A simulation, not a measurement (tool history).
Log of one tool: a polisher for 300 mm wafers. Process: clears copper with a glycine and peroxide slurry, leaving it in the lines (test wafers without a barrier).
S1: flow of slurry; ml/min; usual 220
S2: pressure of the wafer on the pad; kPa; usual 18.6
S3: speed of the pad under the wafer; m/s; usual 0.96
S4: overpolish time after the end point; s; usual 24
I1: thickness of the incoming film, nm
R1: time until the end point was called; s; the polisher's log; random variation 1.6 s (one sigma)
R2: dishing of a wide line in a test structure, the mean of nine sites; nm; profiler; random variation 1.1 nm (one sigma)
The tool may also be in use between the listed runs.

run   hour   S1    S2    S3  S4     I1     R1    R2
  1    0.0  220  18.6  0.96  31  415.0  103.1  64.3
       1.4  -- worn pad replaced by a new one
  2   69.9  220  18.6  0.96  31  416.4   91.7  67.8
  3   88.8  220  18.6  1.14  24  426.2   85.1  63.0
  4  113.5  220  18.6  0.96  24  414.5  102.7  55.3
     125.0  -- worn pad replaced by a new one
  5  145.0  220  18.6  0.96  24  419.9   91.7  59.0
  6  169.4  220  18.6  0.96  24  422.4   91.5  59.6
  7  197.8  220  18.6  0.96  24  420.5   97.6  57.5
  8  224.0  220  18.6  0.96  24  424.0   99.8  56.2
     239.1  -- worn pad replaced by a new one
  9  243.5  220  16.5  1.16  24  422.7   83.4  62.3
 10  266.4  220  24.8  0.80  24  422.5   85.8  63.9
     280.3  -- slurry nozzle cleaned
 11  281.0  220  18.6  0.96  24  412.8   87.6  59.9
 12  305.2  155  18.6  0.96  28  419.3   97.9  61.5
     363.0  -- worn pad replaced by a new one
     364.9  -- head pressure recalibrated
 13  407.6  265  21.4  0.96  17  424.4   85.3  50.6

Forecast run 14:
 14  421.7  220  18.6  0.84  24  415.1   ?   ?

{"run 14": {"R1": 102.7, "R2": 55.8}}
Without the tool's hidden state the same run would have given R1 97.6 s, R2 57.8 nm.

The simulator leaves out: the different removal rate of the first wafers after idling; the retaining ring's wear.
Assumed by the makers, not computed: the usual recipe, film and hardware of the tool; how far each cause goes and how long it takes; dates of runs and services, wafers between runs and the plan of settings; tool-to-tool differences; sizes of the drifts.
